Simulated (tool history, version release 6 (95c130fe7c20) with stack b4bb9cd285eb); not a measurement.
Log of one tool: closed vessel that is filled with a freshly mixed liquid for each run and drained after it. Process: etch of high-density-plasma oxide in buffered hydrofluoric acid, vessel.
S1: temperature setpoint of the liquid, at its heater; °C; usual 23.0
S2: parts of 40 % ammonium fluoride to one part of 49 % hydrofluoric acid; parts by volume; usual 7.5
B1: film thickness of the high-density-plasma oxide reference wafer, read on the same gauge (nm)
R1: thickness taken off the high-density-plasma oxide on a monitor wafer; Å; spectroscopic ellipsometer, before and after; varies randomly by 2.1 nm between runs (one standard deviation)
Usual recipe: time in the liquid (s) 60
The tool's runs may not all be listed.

Run 1, hour 0.0: usual settings; B1 140.00. Result: R1 2091.1 Å.
Run 2, hour 69.8: usual settings but S2 9.5 parts by volume; B1 140.00. Result: R1 1671.4 Å.
Run 3, hour 128.9: usual settings but S2 9.5 parts by volume; B1 140.01. Result: R1 1668.2 Å.
Run 4, hour 194.7: usual settings but S2 9.5 parts by volume; B1 140.00. Result: R1 1649.7 Å.
Run 5, hour 255.1: usual settings; B1 140.00. Result: R1 2051.4 Å.
Run 6, hour 300.8: usual settings; B1 139.99. Result: R1 2051.2 Å.
Run 7, hour 452.4: usual settings; B1 140.00. Result: R1 1994.5 Å.
Run 8, hour 477.6: usual settings; B1 140.00. Result: R1 1994.2 Å.
Run 9, hour 537.0: usual settings but S1 25.0 °C, S2 8.5 parts by volume; B1 139.99. Result: R1 1945.7 Å.
Run 10, hour 562.8: usual settings but S1 26.5 °C, time in the liquid (s) 80; B1 140.03. Result: R1 3229.7 Å.
Run 11, hour 600.2: usual settings but S1 26.5 °C, time in the liquid (s) 80; B1 140.01. Result: R1 3249.2 Å.
Run 12, hour 654.0: usual settings but S1 26.5 °C, time in the liquid (s) 80; B1 140.01. Result: R1 3214.4 Å.
Run 13, hour 698.3: usual settings; B1 140.00. Result: R1 2069.4 Å.
Run 14, hour 742.8: usual settings but S1 19.5 °C, S2 5.0 parts by volume, time in the liquid (s) 90; B1 140.00. Result: R1 3666.3 Å.
Run 15, hour 792.2: usual settings; B1 139.98. Result: R1 2073.9 Å.
Run 16, hour 829.3: usual settings but S1 27.5 °C, S2 10.0 parts by volume, time in the liquid (s) 40; B1 140.00. Result: R1 1359.3 Å.
Run 17, hour 891.9: usual settings but S1 18.0 °C, time in the liquid (s) 75; B1 140.00. Result: R1 2033.4 Å.
Run 18, hour 933.8: usual settings; B1 140.02. Result: R1 2115.2 Å.
Run 19, hour 981.3: usual settings but S2 6.5 parts by volume, time in the liquid (s) 35; B1 140.00. Result: R1 1441.3 Å.
Run 20, hour 1015.1: usual settings but S1 26.5 °C, S2 6.5 parts by volume; B1 140.01. Result: R1 2974.7 Å.
Run 21, hour 1083.8: usual settings but S1 18.5 °C; B1 139.99. Result: R1 1664.4 Å.
Run 22, hour 1109.2: usual settings but S1 26.5 °C; B1 140.01. Result: R1 2577.6 Å.
Run 23, hour 1143.0: usual settings but time in the liquid (s) 85; B1 139.99. Result: R1 3038.6 Å.
Run 24, hour 1197.3: usual settings but S1 25.5 °C, S2 9.0 parts by volume, time in the liquid (s) 90; B1 140.00. Result: R1 3000.4 Å.
Run 25, hour 1259.8: usual settings; B1 140.01. Result: R1 2083.2 Å.
Run 26, hour 1300.4: usual settings; B1 139.98. Result: R1 2107.6 Å.
Run 27, hour 1360.3: usual settings; B1 139.99. Result: R1 2096.1 Å.
Run 28, hour 1424.5: usual settings but time in the liquid (s) 35; B1 140.01. Result: R1 1207.0 Å.
Run 29, hour 1460.6: usual settings; B1 140.02. Result: R1 2074.2 Å.
Run 30, hour 1496.4: usual settings but S2 9.5 parts by volume, time in the liquid (s) 95; B1 140.00. Result: R1 2602.2 Å.
Run 31, hour 1549.7: usual settings but S1 25.0 °C, S2 9.0 parts by volume, time in the liquid (s) 30; B1 139.99. Result: R1 945.3 Å.

Taken out of this log: 3 entries between the listed runs. Where each belongs, and how the hidden state differs across it:
In the gap between runs 8 and 9: gauge calibrated (hour 530.0)
  liquid colder than its thermometer reads (K): 0.789 -> 0.813; hydrofluoric acid flow below the setpoint (%): 3.8 -> 4
  difference, measured minus the result without the unlogged condition, R1: -177.5 -> -179.5 Å
In the gap between runs 12 and 13: thermometer replaced (hour 674.7)
  liquid colder than its thermometer reads (K): 0.862 -> 0.0805; hydrofluoric acid flow below the setpoint (%): 4.4 -> 4.54
  difference, measured minus the result without the unlogged condition, R1: -319.7 -> -116.3 Å
In the gap between runs 16 and 17: hydrofluoric acid flow meter replaced (hour 870.0)
  liquid colder than its thermometer reads (K): 0.135 -> 0.161; hydrofluoric acid flow below the setpoint (%): 4.99 -> 0.662
  difference, measured minus the result without the unlogged condition, R1: -80.0 -> -33.3 Å
